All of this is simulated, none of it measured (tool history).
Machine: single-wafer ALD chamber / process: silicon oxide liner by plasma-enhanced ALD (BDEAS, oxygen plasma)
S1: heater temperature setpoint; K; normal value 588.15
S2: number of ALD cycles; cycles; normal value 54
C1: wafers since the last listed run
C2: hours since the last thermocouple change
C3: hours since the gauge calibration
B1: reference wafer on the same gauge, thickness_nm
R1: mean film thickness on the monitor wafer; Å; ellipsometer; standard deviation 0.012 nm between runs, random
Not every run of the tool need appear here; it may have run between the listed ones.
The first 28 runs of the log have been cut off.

| run | hour | S1 | S2 | C1 | C2 | C3 | B1 | R1 |
|---|---|---|---|---|---|---|---|---|
| 29 | 332.1 | 588.15 | 57 | 118 | 121.4 | 481.1 | 4.809 | 49.19 |
|  | 337.3 | gauge calibrated |
| 30 | 344.9 | 575.15 | 62 | 84 | 134.2 | 7.6 | 4.809 | 54.17 |
| 31 | 360.4 | 588.15 | 54 | 102 | 149.7 | 23.1 | 4.813 | 46.42 |
| 32 | 367.4 | 588.15 | 59 | 46 | 156.7 | 30.1 | 4.811 | 50.53 |
| 33 | 382.4 | 588.15 | 54 | 99 | 171.7 | 45.1 | 4.81 | 46.28 |
| 34 | 389.7 | 594.15 | 47 | 48 | 179 | 52.4 | 4.814 | 39.93 |
| 35 | 416.2 | 575.15 | 64 | 175 | 205.5 | 78.9 | 4.812 | 55.82 |
| 36 | 426 | 588.15 | 60 | 64 | 215.3 | 88.7 | 4.811 | 51.43 |
| 37 | 433.1 | 580.15 | 54 | 47 | 222.4 | 95.8 | 4.81 | 46.83 |
| 38 | 441.4 | 597.15 | 61 | 55 | 230.7 | 104.1 | 4.809 | 51.51 |
| 39 | 473.4 | 583.15 | 45 | 212 | 262.7 | 136.1 | 4.811 | 38.79 |
| 40 | 490.6 | 588.15 | 54 | 114 | 279.9 | 153.3 | 4.81 | 46.28 |
| 41 | 505.9 | 588.15 | 48 | 101 | 295.2 | 168.6 | 4.808 | 41.28 |
| 42 | 523.4 | 592.15 | 54 | 116 | 312.7 | 186.1 | 4.807 | 46.04 |
| 43 | 532.7 | 573.15 | 54 | 61 | 322 | 195.4 | 4.808 | 47.49 |
| 44 | 544.6 | 592.15 | 44 | 78 | 333.9 | 207.3 | 4.808 | 37.37 |
| 45 | 553.3 | 579.15 | 58 | 57 | 342.6 | 216 | 4.81 | 50.45 |
| 46 | 559.9 | 576.15 | 54 | 43 | 349.2 | 222.6 | 4.806 | 47.38 |
| 47 | 572.2 | 583.15 | 47 | 81 | 361.5 | 234.9 | 4.812 | 40.42 |

Branching from run 47: 4 alternative next runs. What would each branch give?
| A | 572.7 | 588.15 | 46 | 3 | 362 | 235.4 | ? | ? |
| B | 572.7 | 588.15 | 45 | 3 | 362 | 235.4 | ? | ? |
| C | 572.7 | 601.15 | 44 | 3 | 362 | 235.4 | ? | ? |
| D | 572.7 | 588.15 | 50 | 3 | 362 | 235.4 | ? | ? |

| run | B1 | R1 |
|---|---|---|
| A | 4.81 | 39.37 |
| B | 4.81 | 38.51 |
| C | 4.81 | 36.86 |
| D | 4.81 | 42.79 |
With the hidden condition removed and each run's random variation left untouched, the same runs would have given:
| run | R1 |
|---|---|
| A | 39.37 |
| B | 38.51 |
| C | 36.86 |
| D | 42.79 |
